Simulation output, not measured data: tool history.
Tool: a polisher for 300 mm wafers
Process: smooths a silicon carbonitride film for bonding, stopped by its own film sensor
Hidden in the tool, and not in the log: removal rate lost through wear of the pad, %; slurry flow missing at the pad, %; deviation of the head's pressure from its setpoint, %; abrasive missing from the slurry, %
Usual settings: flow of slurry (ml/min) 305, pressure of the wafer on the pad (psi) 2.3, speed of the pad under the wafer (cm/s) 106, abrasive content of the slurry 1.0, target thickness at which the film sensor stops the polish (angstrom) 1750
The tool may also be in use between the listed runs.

run,hour,flow of slurry (ml/min),pressure of the wafer on the pad (psi),speed of the pad under the wafer (cm/s),abrasive content of the slurry,target thickness at which the film sensor stops the polish (angstrom),wafers since the last listed run,wafers polished on this pad,hours since the slurry nozzle was cleaned,hours since the head pressure was calibrated,hours since the slurry blender was calibrated,"incoming thickness of the incoming film, nm",time until the film sensor stopped the polish (s)
1,0.0,305,2.5,106,1.0,1750,0,210,324.9,721.9,51.0,223.3,144.8
2,63.1,305,2.5,106,1.0,1750,499,710,388.0,785.0,114.1,218.7,130.5
3,106.7,305,2.3,106,1.0,1750,345,1055,431.6,828.6,157.7,223.1,153.2
# hour 135.6: worn pad replaced by a new one
4,178.1,305,2.3,106,1.0,1750,533,336,503.0,900.0,229.1,222.2,150.7
# hour 228.3: slurry blender recalibrated
5,244.6,305,2.3,106,1.0,1750,510,847,569.5,966.5,16.3,219.1,140.9
6,277.9,305,2.3,106,0.9,1750,263,1111,602.8,999.8,49.6,220.0,152.7
# hour 311.3: worn pad replaced by a new one
7,322.6,305,2.3,106,0.9,1750,322,89,647.5,1044.5,94.3,220.5,154.7
8,356.4,305,2.3,106,0.9,1750,267,357,681.3,1078.3,128.1,221.8,160.7
9,407.9,305,2.3,106,1.0,1750,407,764,732.8,1129.8,179.6,223.7,153.5
# hour 412.0: slurry nozzle cleaned
10,458.5,305,2.3,106,1.0,1890,392,1157,46.5,1180.4,230.2,224.1,111.9
# hour 470.2: head pressure recalibrated
# hour 484.9: worn pad replaced by a new one
11,496.7,305,2.3,106,1.0,1750,255,93,84.7,26.5,268.4,219.5,138.4
# hour 531.6: slurry blender recalibrated
12,533.3,400,2.3,106,1.0,1630,274,367,121.3,63.1,1.7,216.6,162.5
13,579.4,305,2.9,106,1.0,1750,365,732,167.4,109.2,47.8,222.8,128.4
14,636.9,265,2.8,138,0.9,1750,455,1188,224.9,166.7,105.3,216.3,104.3
# hour 678.6: worn pad replaced by a new one
15,700.7,305,2.3,106,1.0,1750,473,175,288.7,230.5,169.1,218.4,135.0
16,736.8,305,2.8,106,1.0,1900,285,461,324.8,266.6,205.2,218.1,77.8
17,784.9,305,2.3,106,1.0,1750,380,842,372.9,314.7,253.3,218.0,133.4
# hour 789.2: slurry blender recalibrated
# hour 843.9: worn pad replaced by a new one
18,849.3,305,2.5,106,0.9,1750,462,42,437.3,379.1,60.1,217.9,139.2

The tool's hidden state at each run:
removal rate lost through wear of the pad, %: 0 in every run
slurry flow missing at the pad, %: 0 in every run
deviation of the head's pressure from its setpoint, %: 0 in every run
abrasive missing from the slurry, %: 0 in every run

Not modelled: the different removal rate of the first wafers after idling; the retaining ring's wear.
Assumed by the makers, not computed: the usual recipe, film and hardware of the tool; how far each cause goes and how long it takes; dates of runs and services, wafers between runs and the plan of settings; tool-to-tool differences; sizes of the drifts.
